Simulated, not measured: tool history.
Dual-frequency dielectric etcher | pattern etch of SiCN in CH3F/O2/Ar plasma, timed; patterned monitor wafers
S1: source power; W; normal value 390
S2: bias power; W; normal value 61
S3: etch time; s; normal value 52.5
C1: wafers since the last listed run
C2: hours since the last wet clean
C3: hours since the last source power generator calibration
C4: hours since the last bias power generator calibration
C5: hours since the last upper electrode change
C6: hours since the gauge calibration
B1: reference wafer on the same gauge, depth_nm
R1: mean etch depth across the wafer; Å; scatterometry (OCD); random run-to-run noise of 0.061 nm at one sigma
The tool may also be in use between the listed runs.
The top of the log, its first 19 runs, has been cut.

run,day,S1,S2,S3,C1,C2,C3,C4,C5,C6,B1,R1
20,22.662,460,61,52.5,128,384.7,632.3,257.2,93.5,465.1,18.29,212.7
21,23.783,390,61,52.5,200,411.6,659.2,284.1,120.4,492.0,18.29,200.2
# day 25.179: wet clean of the chamber
22,25.279,390,61,39.0,88,2.4,695.1,320.0,156.3,527.9,18.29,143.7
23,26.383,450,49,44.5,197,28.9,721.6,346.5,182.8,554.4,18.29,162.3
24,27.679,350,65,52.5,231,60.0,752.7,377.6,213.9,585.5,18.30,191.1
25,28.992,300,71,52.5,234,91.5,784.2,409.1,245.4,617.0,18.30,185.7
26,29.871,430,72,67.5,156,112.6,805.3,430.2,266.5,638.1,18.31,274.9
27,30.696,390,61,52.5,147,132.4,825.1,450.0,286.3,657.9,18.29,196.3

Expected results for the next run?
28,32.158,320,76,42.0,260,167.5,860.2,485.1,321.4,693.0,?,?

{"run 28": {"B1": 18.32, "R1": 157.8}}
Minus the tool's unlogged condition, the same run would have read R1 153.6 Å.

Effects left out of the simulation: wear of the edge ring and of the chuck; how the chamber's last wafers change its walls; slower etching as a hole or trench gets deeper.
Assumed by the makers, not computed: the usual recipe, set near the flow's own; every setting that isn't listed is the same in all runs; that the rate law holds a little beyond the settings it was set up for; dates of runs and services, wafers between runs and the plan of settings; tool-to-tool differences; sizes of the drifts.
